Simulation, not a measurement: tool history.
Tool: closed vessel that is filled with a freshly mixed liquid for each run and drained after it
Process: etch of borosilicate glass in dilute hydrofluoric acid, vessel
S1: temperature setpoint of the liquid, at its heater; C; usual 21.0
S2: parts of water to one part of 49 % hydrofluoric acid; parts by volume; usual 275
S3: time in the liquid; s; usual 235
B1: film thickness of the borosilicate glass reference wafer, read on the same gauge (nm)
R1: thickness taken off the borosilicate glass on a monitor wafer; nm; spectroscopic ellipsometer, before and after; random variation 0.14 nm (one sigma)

Run 1, hour 0.0: usual settings; B1 130.03. Result: R1 26.63 nm.
Run 2, hour 57.3: usual settings; B1 130.03. Result: R1 26.54 nm.
Run 3, hour 97.5: usual settings; B1 130.03. Result: R1 26.81 nm.
Run 4, hour 143.4: usual settings; B1 129.99. Result: R1 26.86 nm.
Run 5, hour 188.5: usual settings; B1 129.95. Result: R1 26.66 nm.
Run 6, hour 253.2: usual settings; B1 129.98. Result: R1 26.75 nm.
Run 7, hour 277.6: usual settings; B1 130.02. Result: R1 26.77 nm.
Run 8, hour 345.5: usual settings; B1 129.99. Result: R1 27.00 nm.
Run 9, hour 392.4: usual settings; B1 130.06. Result: R1 26.65 nm.
Run 10, hour 442.9: usual settings; B1 130.04. Result: R1 27.03 nm.
At hour 446.8: hydrofluoric acid flow meter replaced.
At hour 498.8: gauge calibrated.
Run 11, hour 502.1: usual settings but S3 150 s; B1 130.03. Result: R1 15.99 nm.
Run 12, hour 536.7: usual settings but S3 150 s; B1 130.00. Result: R1 16.22 nm.
Run 13, hour 568.1: usual settings but S3 180 s; B1 129.95. Result: R1 19.47 nm.
Run 14, hour 604.0: usual settings; B1 129.97. Result: R1 25.05 nm.
Run 15, hour 632.5: usual settings but S1 17.0 C, S2 140 parts by volume, S3 120 s; B1 130.00. Result: R1 24.49 nm.
Run 16, hour 660.9: usual settings but S1 17.0 C, S2 405 parts by volume, S3 365 s; B1 130.00. Result: R1 20.83 nm.
Run 17, hour 690.0: usual settings but S1 25.5 C; B1 130.01. Result: R1 29.60 nm.
Run 18, hour 746.2: usual settings; B1 130.02. Result: R1 25.08 nm.
Run 19, hour 811.1: usual settings but S3 280 s; B1 129.98. Result: R1 30.44 nm.
At hour 916.6: thermometer replaced.
Run 20, hour 983.0: usual settings but S3 285 s; B1 129.98. Result: R1 32.25 nm.
Run 21, hour 1026.4: usual settings; B1 130.03. Result: R1 26.26 nm.
Run 22, hour 1084.7: usual settings but S1 17.0 C, S2 405 parts by volume, S3 365 s; B1 130.03. Result: R1 21.42 nm.
Run 23, hour 1117.1: usual settings but S1 19.0 C; B1 129.94. Result: R1 24.36 nm.
Run 24, hour 1149.0: usual settings but S3 340 s; B1 130.00. Result: R1 38.27 nm.

4 ways to go on from here, each from the tool as it stands after run 24. What would each give?
Run A, hour 1149.7: usual settings but S1 24.5 C; B1 ?. Result: R1 ?.
Run B, hour 1149.7: usual settings but S1 18.0 C, S2 180 parts by volume; B1 ?. Result: R1 ?.
Run C, hour 1149.7: usual settings but S3 130 s; B1 ?. Result: R1 ?.
Run D, hour 1149.7: usual settings but S1 18.0 C, S2 335 parts by volume; B1 ?. Result: R1 ?.

run      B1     R1
  A  129.95  30.18
  B  129.95  39.52
  C  129.95  14.72
  D  129.95  18.57
Without the tool's hidden state the same runs would have given:
run     R1
  A  29.39
  B  38.63
  C  14.34
  D  18.09

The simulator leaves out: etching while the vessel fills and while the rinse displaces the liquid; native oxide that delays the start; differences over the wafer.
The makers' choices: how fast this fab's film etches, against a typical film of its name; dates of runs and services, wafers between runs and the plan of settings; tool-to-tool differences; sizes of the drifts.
